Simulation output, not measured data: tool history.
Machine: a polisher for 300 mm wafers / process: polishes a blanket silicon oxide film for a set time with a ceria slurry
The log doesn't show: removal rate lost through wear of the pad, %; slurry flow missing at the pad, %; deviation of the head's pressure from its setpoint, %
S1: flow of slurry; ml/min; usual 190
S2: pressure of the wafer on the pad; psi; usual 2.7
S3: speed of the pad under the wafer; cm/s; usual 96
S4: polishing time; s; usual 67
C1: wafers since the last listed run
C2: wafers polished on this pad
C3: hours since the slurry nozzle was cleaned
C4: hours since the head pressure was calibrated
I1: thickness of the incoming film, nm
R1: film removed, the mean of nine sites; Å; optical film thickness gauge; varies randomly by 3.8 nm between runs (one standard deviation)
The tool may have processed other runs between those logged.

Run 1, hour 0: usual settings; C1 0; C2 4030; C3 834.7; C4 236.1; I1 1808.8. Result: R1 2536 Å.
At hour 40.1: slurry nozzle cleaned.
At hour 60.1: worn pad replaced by a new one.
Run 2, hour 76.3: usual settings; C1 522; C2 118; C3 36.2; C4 312.4; I1 1791.1. Result: R1 2358 Å.
Run 3, hour 114.3: usual settings; C1 278; C2 397; C3 74.2; C4 350.4; I1 1801.1. Result: R1 2347 Å.
Run 4, hour 167.4: usual settings; C1 389; C2 786; C3 127.3; C4 403.5; I1 1806.3. Result: R1 2319 Å.
Run 5, hour 209.3: usual settings; C1 307; C2 1094; C3 169.2; C4 445.4; I1 1823.8. Result: R1 2398 Å.
Run 6, hour 249.2: usual settings; C1 292; C2 1386; C3 209.1; C4 485.3; I1 1765.7. Result: R1 2352 Å.
Run 7, hour 307.3: usual settings; C1 425; C2 1812; C3 267.2; C4 543.4; I1 1768.9. Result: R1 2311 Å.
Run 8, hour 354.1: usual settings; C1 343; C2 2155; C3 314; C4 590.2; I1 1799.6. Result: R1 2361 Å.
Run 9, hour 449.1: usual settings; C1 696; C2 2852; C3 409; C4 685.2; I1 1806.9. Result: R1 2245 Å.
Run 10, hour 576.8: usual settings; C1 936; C2 3788; C3 536.7; C4 812.9; I1 1798.2. Result: R1 2260 Å.
Run 11, hour 619.7: usual settings; C1 314; C2 4103; C3 579.6; C4 855.8; I1 1784.3. Result: R1 2208 Å.
Run 12, hour 668.3: usual settings; C1 356; C2 4459; C3 628.2; C4 904.4; I1 1822.4. Result: R1 2239 Å.
At hour 744: head pressure recalibrated.
At hour 745.4: worn pad replaced by a new one, repeated, since the last time left the tool worse.
Run 13, hour 760.8: usual settings but S1 150 ml/min, S4 60 s; C1 653; C2 112; C3 720.7; C4 16.8; I1 1826.5. Result: R1 2262 Å.
Run 14, hour 810.4: usual settings but S1 150 ml/min, S4 60 s; C1 363; C2 476; C3 770.3; C4 66.4; I1 1802.1. Result: R1 2314 Å.
At hour 876.1: slurry nozzle cleaned.
Run 15, hour 887.4: usual settings but S4 80 s; C1 557; C2 1033; C3 11.3; C4 143.4; I1 1791.1. Result: R1 3078 Å.
Run 16, hour 929.6: usual settings but S1 240 ml/min, S2 2.3 psi, S3 124 cm/s, S4 78 s; C1 309; C2 1343; C3 53.5; C4 185.6; I1 1773.4. Result: R1 3396 Å.
Run 17, hour 1007.7: usual settings but S3 124 cm/s, S4 89 s; C1 572; C2 1915; C3 131.6; C4 263.7; I1 1794.9. Result: R1 4383 Å.
Run 18, hour 1062.8: usual settings but S1 215 ml/min, S3 124 cm/s; C1 403; C2 2319; C3 186.7; C4 318.8; I1 1765.8. Result: R1 3430 Å.
Run 19, hour 1116.2: usual settings; C1 391; C2 2711; C3 240.1; C4 372.2; I1 1770.5. Result: R1 2542 Å.
Run 20, hour 1214.7: usual settings but S1 165 ml/min, S2 3.5 psi, S3 110 cm/s, S4 48 s; C1 722; C2 3433; C3 338.6; C4 470.7; I1 1763.1. Result: R1 2590 Å.
Run 21, hour 1273.2: usual settings but S1 145 ml/min, S2 2.3 psi, S3 128 cm/s, S4 52 s; C1 428; C2 3862; C3 397.1; C4 529.2; I1 1799.9. Result: R1 2045 Å.
At hour 1352.9: worn pad replaced by a new one.
Run 22, hour 1543: usual settings but S1 145 ml/min, S2 1.9 psi, S3 76 cm/s, S4 89 s; C1 1948; C2 1393; C3 666.9; C4 799; I1 1781.5. Result: R1 1824 Å.
At hour 1611.3: slurry nozzle cleaned.
Run 23, hour 1619.1: usual settings but S2 3 psi, S3 128 cm/s; C1 550; C2 1944; C3 7.8; C4 875.1; I1 1755.3. Result: R1 3847 Å.
At hour 1648: head pressure recalibrated.
Run 24, hour 1676.6: usual settings but S1 170 ml/min, S2 2.3 psi, S3 76 cm/s, S4 59 s; C1 406; C2 2351; C3 65.3; C4 28.6; I1 1797.3. Result: R1 1469 Å.
Run 25, hour 1731.9: usual settings but S2 3.4 psi; C1 405; C2 2756; C3 120.6; C4 83.9; I1 1796.6. Result: R1 3150 Å.
Run 26, hour 1804: usual settings but S2 2 psi, S3 78 cm/s; C1 528; C2 3285; C3 192.7; C4 156; I1 1780.6. Result: R1 1485 Å.
Run 27, hour 1869.8: usual settings; C1 482; C2 3767; C3 258.5; C4 221.8; I1 1780.3. Result: R1 2539 Å.
At hour 1934.8: worn pad replaced by a new one.
Run 28, hour 1973.7: usual settings; C1 732; C2 285; C3 362.4; C4 325.7; I1 1792.2. Result: R1 2708 Å.
Run 29, hour 2019.4: usual settings but S3 86 cm/s, S4 79 s; C1 335; C2 620; C3 408.1; C4 371.4; I1 1767. Result: R1 2711 Å.
Run 30, hour 2072: usual settings but S1 230 ml/min, S2 3 psi, S3 124 cm/s, S4 89 s; C1 385; C2 1005; C3 460.7; C4 424; I1 1824.5. Result: R1 4992 Å.
Run 31, hour 2139.2: usual settings but S2 1.9 psi, S3 110 cm/s; C1 492; C2 1498; C3 527.9; C4 491.2; I1 1807.6. Result: R1 2073 Å.
Run 32, hour 2235.3: usual settings but S1 250 ml/min, S2 3.1 psi, S3 84 cm/s, S4 52 s; C1 704; C2 2203; C3 624; C4 587.3; I1 1795.9. Result: R1 2012 Å.
Run 33, hour 2307.8: usual settings but S1 225 ml/min, S3 124 cm/s, S4 83 s; C1 531; C2 2734; C3 696.5; C4 659.8; I1 1778.9. Result: R1 4239 Å.
Run 34, hour 2388.4: usual settings but S2 1.9 psi; C1 590; C2 3325; C3 777.1; C4 740.4; I1 1776.3. Result: R1 1786 Å.
At hour 2444.3: head pressure recalibrated.
Run 35, hour 2481.7: usual settings; C1 669; C2 3995; C3 870.4; C4 37.4; I1 1807.4. Result: R1 2498 Å.
At hour 2509.6: worn pad replaced by a new one.
At hour 2519.6: slurry nozzle cleaned.
Run 36, hour 2521.3: usual settings but S1 130 ml/min, S2 1.9 psi, S3 104 cm/s, S4 87 s; C1 253; C2 78; C3 1.7; C4 77; I1 1764.5. Result: R1 2363 Å.

How the hidden state differs across the entries between the runs, from the last listed run before each to the first after it:
From run 1 to run 2: slurry nozzle cleaned (hour 40.1); worn pad replaced by a new one (hour 60.1)
  removal rate lost through wear of the pad, %: 5.4 -> 9.78
  measured result minus the result with no hidden state, R1: -145 -> -256 Å
From run 12 to run 13: head pressure recalibrated (hour 744); worn pad replaced by a new one, repeated, since the last time left the tool worse (hour 745.4)
  removal rate lost through wear of the pad, %: 14.9 -> 0.78
  measured result minus the result with no hidden state, R1: -393 -> -18 Å
From run 14 to run 15: slurry nozzle cleaned (hour 876.1)
  removal rate lost through wear of the pad, %: 1.21 -> 1.88
  measured result minus the result with no hidden state, R1: -28 -> -59 Å
From run 21 to run 22: worn pad replaced by a new one (hour 1352.9)
  removal rate lost through wear of the pad, %: 5.25 -> 2.15
  measured result minus the result with no hidden state, R1: -113 -> -40 Å
From run 22 to run 23: slurry nozzle cleaned (hour 1611.3)
  removal rate lost through wear of the pad, %: 2.15 -> 2.82
  measured result minus the result with no hidden state, R1: -40 -> -111 Å
From run 23 to run 24: head pressure recalibrated (hour 1648)
  removal rate lost through wear of the pad, %: 2.82 -> 3.32
  measured result minus the result with no hidden state, R1: -111 -> -51 Å
From run 27 to run 28: worn pad replaced by a new one (hour 1934.8)
  removal rate lost through wear of the pad, %: 5 -> 0.634
  measured result minus the result with no hidden state, R1: -133 -> -17 Å
From run 34 to run 35: head pressure recalibrated (hour 2444.3)
  removal rate lost through wear of the pad, %: 4.25 -> 5.06
  measured result minus the result with no hidden state, R1: -80 -> -133 Å
From run 35 to run 36: worn pad replaced by a new one (hour 2509.6); slurry nozzle cleaned (hour 2519.6)
  removal rate lost through wear of the pad, %: 5.06 -> 0.974
  measured result minus the result with no hidden state, R1: -133 -> -24 Å
